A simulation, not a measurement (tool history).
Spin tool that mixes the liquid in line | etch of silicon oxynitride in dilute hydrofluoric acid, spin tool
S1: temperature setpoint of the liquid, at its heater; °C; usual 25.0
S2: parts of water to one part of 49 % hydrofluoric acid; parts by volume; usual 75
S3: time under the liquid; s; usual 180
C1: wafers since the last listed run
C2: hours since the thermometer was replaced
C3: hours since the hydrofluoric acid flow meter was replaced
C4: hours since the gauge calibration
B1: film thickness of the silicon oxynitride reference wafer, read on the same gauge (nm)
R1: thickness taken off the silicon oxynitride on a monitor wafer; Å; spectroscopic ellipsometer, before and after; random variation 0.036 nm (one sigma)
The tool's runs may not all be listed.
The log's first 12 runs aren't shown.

run    hour    S1   S2   S3   C1      C2      C3      C4       B1     R1
 13  1109.2  25.0   75  105  697   867.7  1355.9   455.0  124.296  22.18
 14  1146.7  27.5  110  255  324   905.2  1393.4   492.5  124.027  41.35
 15  1223.7  27.0   75  150  666   982.2  1470.4   569.5  123.568  35.46
 16  1315.8  28.0   95  105  797  1074.3  1562.5   661.6  123.060  19.73
 17  1364.5  25.0   95  180  421  1123.0  1611.2   710.3  122.808  29.31
 18  1469.1  20.5   90  180  905  1227.6  1715.8   814.9  122.319  25.27
 19  1563.7  25.0  110  180  818  1322.2  1810.4   909.5  121.929  24.95
     1571.8  -- hydrofluoric acid flow meter replaced
 20  1602.8  20.5   35  135  329  1361.3    31.0   948.6  121.791  50.18
     1660.7  -- thermometer replaced
 21  1664.4  20.5   35  135  524     3.7    92.6  1010.2  121.595  50.87
 22  1752.8  29.5   65  250  765    92.1   181.0  1098.6  121.322  75.88
 23  1813.3  22.5   55   70  523   152.6   241.5  1159.1  121.146  18.18
 24  1870.5  25.0   75  150  495   209.8   298.7  1216.3  121.015  31.40
 25  1964.7  25.0   75  180  815   304.0   392.9  1310.5  120.822  37.23
 26  2030.6  22.0  110  180  570   369.9   458.8  1376.4  120.616  21.31
 27  2094.8  29.0   65  225  555   434.1   523.0  1440.6  120.517  64.63
 28  2160.4  25.0   90  180  567   499.7   588.6  1506.2  120.421  30.72
 29  2202.7  25.0   75  180  366   542.0   630.9  1548.5  120.342  37.01
 30  2265.9  26.5   45  180  547   605.2   694.1  1611.7  120.241  69.90
 31  2336.0  25.0   75  180  606   675.3   764.2  1681.8  120.171  37.00
 32  2382.0  20.5   35  135  398   721.3   810.2  1727.8  120.095  49.25

5 ways to go on from here, each from the tool as it stands after run 32. What would each give?
  A  2382.5  25.0  85  180   4  721.8  810.7  1728.3   ?   ?
  B  2382.5  22.0  55  180   4  721.8  810.7  1728.3   ?   ?
  C  2382.5  25.0  75  140   4  721.8  810.7  1728.3   ?   ?
  D  2382.5  20.5  95   85   4  721.8  810.7  1728.3   ?   ?
  E  2382.5  28.5  45   75   4  721.8  810.7  1728.3   ?   ?

run       B1     R1
  A  120.103  32.61
  B  120.103  44.69
  C  120.103  29.00
  D  120.103  11.01
  E  120.103  31.43
Without the tool's hidden state the same runs would have given:
run     R1
  A  35.30
  B  48.38
  C  31.39
  D  11.92
  E  34.02

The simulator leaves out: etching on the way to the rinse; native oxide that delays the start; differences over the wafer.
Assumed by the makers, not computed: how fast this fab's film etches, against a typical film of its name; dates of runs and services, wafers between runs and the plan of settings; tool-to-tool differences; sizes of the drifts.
